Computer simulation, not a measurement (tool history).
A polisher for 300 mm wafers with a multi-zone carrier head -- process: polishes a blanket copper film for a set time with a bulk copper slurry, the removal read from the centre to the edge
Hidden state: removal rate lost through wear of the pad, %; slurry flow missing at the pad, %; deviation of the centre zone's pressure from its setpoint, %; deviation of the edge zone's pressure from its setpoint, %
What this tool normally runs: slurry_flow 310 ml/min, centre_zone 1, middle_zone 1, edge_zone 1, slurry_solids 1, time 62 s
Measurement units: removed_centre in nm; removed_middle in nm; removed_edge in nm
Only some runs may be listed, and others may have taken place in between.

run	hour	slurry_flow	centre_zone	middle_zone	edge_zone	slurry_solids	time	wafers since the last listed run	wafers polished on this pad	hours since the slurry nozzle was cleaned	hours since the centre zone pressure was calibrated	hours since the edge zone pressure was calibrated	hours since the carrier head's membrane was replaced	incoming thickness of the incoming film, nm	removed_centre	removed_middle	removed_edge
1	0	310	1	1	1	1	62	0	196	448.8	1163.5	1150.5	1353.3	4014.2	820.6	827.9	846.2
2	10.7	310	0.9	0.91	1.08	0.8	62	139	335	459.5	1174.2	1161.2	1364	4006.7	685.7	718.4	828.6
3	20.1	310	1	1	1	1	70	122	458	468.9	1183.6	1170.6	1373.4	4030.5	891	912.1	930.5
4	37.7	310	1	0.97	1	1	69	229	687	486.5	1201.2	1188.2	1391	4019.1	866.9	868	903.9
# hour 40.5: centre zone pressure recalibrated
5	53.8	310	0.92	1	0.96	1	50	183	871	502.6	13.3	1204.3	1407.1	4000.9	572.3	615	627.7
6	67.5	310	1	1	1	1	62	178	1049	516.3	27	1218	1420.8	3977.5	742.3	771.8	784.3
7	76.6	310	1	1	1	1	82	118	1168	525.4	36.1	1227.1	1429.9	4026.9	998.9	988	1045.3
8	94.4	310	1	1	1	1	62	231	1400	543.2	53.9	1244.9	1447.7	4004.7	723.5	731.5	770.5
# hour 104.8: worn pad replaced by a new one
9	111.5	310	1	1.1	1	1	62	170	86	560.3	71	1262	1464.8	4036.1	814.7	892.3	823.4
10	127.8	310	1.04	1.09	1	1.25	78	212	299	576.6	87.3	1278.3	1481.1	4015.4	1080.1	1169.1	1090.9
# hour 133.4: edge zone pressure recalibrated
# hour 139.1: slurry nozzle cleaned
# hour 160.1: carrier head's membrane replaced by a new one
11	165.8	310	1	1	1	1	62	390	689	26.7	125.3	32.4	5.7	3990.9	752.2	759.2	795
12	182.4	310	1	1	1	1	62	216	906	43.3	141.9	49	22.3	4026.8	760.7	745.5	779.2
13	189.1	310	1	1	1	1	62	87	993	50	148.6	55.7	29	3923.5	744.3	759.6	774
14	202.9	310	0.93	1	1.09	1	62	179	1173	63.8	162.4	69.5	42.8	3992.9	674.4	738.2	797
15	209.2	370	1.06	1	0.96	1.25	62	82	1255	70.1	168.7	75.8	49.1	4049	832.9	784.9	781
# hour 226.9: worn pad replaced by a new one
16	227.4	265	1	0.92	0.94	1	62	184	6	88.3	186.9	94	67.3	3946.3	798.3	771.6	821.2
17	234.3	310	1	1	1	1.3	62	89	96	95.2	193.8	100.9	74.2	4011.5	880.1	887.2	906.5
18	258	310	1	0.92	1	1	56	308	405	118.9	217.5	124.6	97.9	4054.4	721.2	681.6	757.5
19	264.1	310	1	0.92	1.11	0.9	62	79	484	125	223.6	130.7	104	3961.1	769.3	736.4	867.1
20	273.6	310	1.11	0.89	1	1	42	123	608	134.5	233.1	140.2	113.5	3970.9	612	491	557.7
21	285.9	310	1	1	1	1	62	160	768	146.8	245.4	152.5	125.8	3987.9	786.1	787.4	802.6

Below are 4 alternative next runs, each starting from the tool's condition after run 21. Predict each:
A	286.3	310	1	1	1	1	62	5	774	147.2	245.8	152.9	126.2	4055	?	?	?
B	286.3	260	1	1.09	0.9	1	62	5	774	147.2	245.8	152.9	126.2	4055	?	?	?
C	286.3	340	1	1.12	1.09	0.75	62	5	774	147.2	245.8	152.9	126.2	4055	?	?	?
D	286.3	310	1	1.09	1	1	80	5	774	147.2	245.8	152.9	126.2	4055	?	?	?

run	removed_centre	removed_middle	removed_edge
A	750.2	778.8	819.4
B	734.1	821.3	767
C	710.7	811	805.5
D	968.7	1081.2	1056.1
Had the tool no hidden state, the same runs would have come out as:
run	removed_centre	removed_middle	removed_edge
A	805.8	836.4	880.1
B	788.5	882.1	823.8
C	763.3	871	865.1
D	1040.3	1161.2	1134.2

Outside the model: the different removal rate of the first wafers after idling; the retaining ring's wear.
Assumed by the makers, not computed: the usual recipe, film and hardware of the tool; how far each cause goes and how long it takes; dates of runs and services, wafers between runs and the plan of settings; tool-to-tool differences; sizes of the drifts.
